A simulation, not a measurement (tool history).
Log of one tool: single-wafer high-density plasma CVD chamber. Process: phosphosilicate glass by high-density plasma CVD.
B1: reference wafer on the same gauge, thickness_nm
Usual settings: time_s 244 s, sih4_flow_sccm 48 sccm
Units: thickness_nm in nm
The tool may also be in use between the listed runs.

Run 1, hour 0: usual settings; B1 1080.43. Result: thickness_nm 1214.682 nm.
Run 2, hour 149.5: usual settings; B1 1080.096. Result: thickness_nm 1216.848 nm.
Run 3, hour 199.6: usual settings; B1 1079.594. Result: thickness_nm 1216.388 nm.
Run 4, hour 234.6: usual settings; B1 1080.236. Result: thickness_nm 1217.396 nm.
Run 5, hour 268.8: usual settings; B1 1080.688. Result: thickness_nm 1211.843 nm.
Run 6, hour 310.5: usual settings but sih4_flow_sccm 44 sccm; B1 1080.36. Result: thickness_nm 1134.024 nm.
Run 7, hour 359.7: usual settings; B1 1080.609. Result: thickness_nm 1213.653 nm.
Run 8, hour 421.5: usual settings; B1 1079.321. Result: thickness_nm 1212.857 nm.
Run 9, hour 467.2: usual settings; B1 1079.4. Result: thickness_nm 1216.457 nm.
Run 10, hour 526.2: usual settings; B1 1080.395. Result: thickness_nm 1218.218 nm.
Run 11, hour 582.9: usual settings; B1 1079.822. Result: thickness_nm 1218.459 nm.
Run 12, hour 637.9: usual settings but sih4_flow_sccm 51 sccm; B1 1078.46. Result: thickness_nm 1278.431 nm.
At hour 752.5: silane flow controller replaced.
Run 13, hour 808: usual settings but sih4_flow_sccm 51 sccm; B1 1079.236. Result: thickness_nm 1396.432 nm.
Run 14, hour 844.9: usual settings but time_s 215 s; B1 1078.684. Result: thickness_nm 1173.534 nm.
Run 15, hour 900.9: usual settings but sih4_flow_sccm 40 sccm; B1 1078.907. Result: thickness_nm 1158.275 nm.
Run 16, hour 947.6: usual settings but sih4_flow_sccm 43 sccm; B1 1080.281. Result: thickness_nm 1219.952 nm.
Run 17, hour 1082.9: usual settings but sih4_flow_sccm 43 sccm; B1 1080.788. Result: thickness_nm 1219.752 nm.
Run 18, hour 1108.8: usual settings but sih4_flow_sccm 43 sccm; B1 1080.787. Result: thickness_nm 1211.443 nm.
At hour 1164.3: gauge calibrated.
Run 19, hour 1167.5: usual settings but time_s 229 s; B1 1080.141. Result: thickness_nm 1244.738 nm.
At hour 1180.8: silane flow controller replaced, repeated, since the last time left the tool worse.
Run 20, hour 1235.9: usual settings; B1 1079.663. Result: thickness_nm 1263.623 nm.
Run 21, hour 1298.7: usual settings; B1 1078.772. Result: thickness_nm 1253.992 nm.
Run 22, hour 1337.1: usual settings but time_s 205 s, sih4_flow_sccm 52 sccm; B1 1080.725. Result: thickness_nm 1127.409 nm.
Run 23, hour 1391.6: usual settings; B1 1078.762. Result: thickness_nm 1254.65 nm.
Run 24, hour 1455.4: usual settings but sih4_flow_sccm 38 sccm; B1 1080.564. Result: thickness_nm 1033.586 nm.
Run 25, hour 1513.1: usual settings but time_s 275 s; B1 1079.473. Result: thickness_nm 1400.538 nm.
Run 26, hour 1549.1: usual settings but time_s 230 s; B1 1079.553. Result: thickness_nm 1176.84 nm.
Run 27, hour 1578.1: usual settings but time_s 259 s; B1 1079.799. Result: thickness_nm 1322.574 nm.
Run 28, hour 1637.6: usual settings but time_s 224 s, sih4_flow_sccm 57 sccm; B1 1079.482. Result: thickness_nm 1304.702 nm.
Run 29, hour 1691.5: usual settings but time_s 263 s, sih4_flow_sccm 41 sccm; B1 1080.91. Result: thickness_nm 1176.766 nm.
Run 30, hour 1732.8: usual settings; B1 1080.119. Result: thickness_nm 1236.732 nm.
Run 31, hour 1867.4: usual settings but sih4_flow_sccm 45 sccm; B1 1079.214. Result: thickness_nm 1176.639 nm.
Run 32, hour 1906.2: usual settings; B1 1078.786. Result: thickness_nm 1235.788 nm.
Run 33, hour 1939.9: usual settings; B1 1080.59. Result: thickness_nm 1222.23 nm.
Run 34, hour 1993.4: usual settings but time_s 275 s, sih4_flow_sccm 52 sccm; B1 1078.758. Result: thickness_nm 1477.457 nm.
Run 35, hour 2061: usual settings; B1 1079.579. Result: thickness_nm 1224.318 nm.
Run 36, hour 2114.6: usual settings; B1 1079.713. Result: thickness_nm 1228.014 nm.
Run 37, hour 2185.7: usual settings but time_s 269 s; B1 1080.281. Result: thickness_nm 1351.595 nm.

The tool's hidden state at each run:
gauge reads high (%): 0 in every run
H1: delivered silane flow above the setpoint (%)
run      H1
  1   -4.51
  2   -4.61
  3   -4.64
  4   -4.66
  5   -4.68
  6    -4.7
  7   -4.73
  8   -4.75
  9   -4.77
 10   -4.79
 11   -4.81
 12   -4.83
 13    7.48
 14    7.24
 15    6.91
 16    6.66
 17    6.03
 18    5.92
 19     5.7
 20  -0.367
 21  -0.759
 22   -0.98
 23   -1.27
 24   -1.58
 25   -1.83
 26   -1.97
 27   -2.08
 28    -2.3
 29   -2.47
 30   -2.59
 31   -2.94
 32   -3.03
 33    -3.1
 34   -3.21
 35   -3.33
 36   -3.41
 37   -3.52
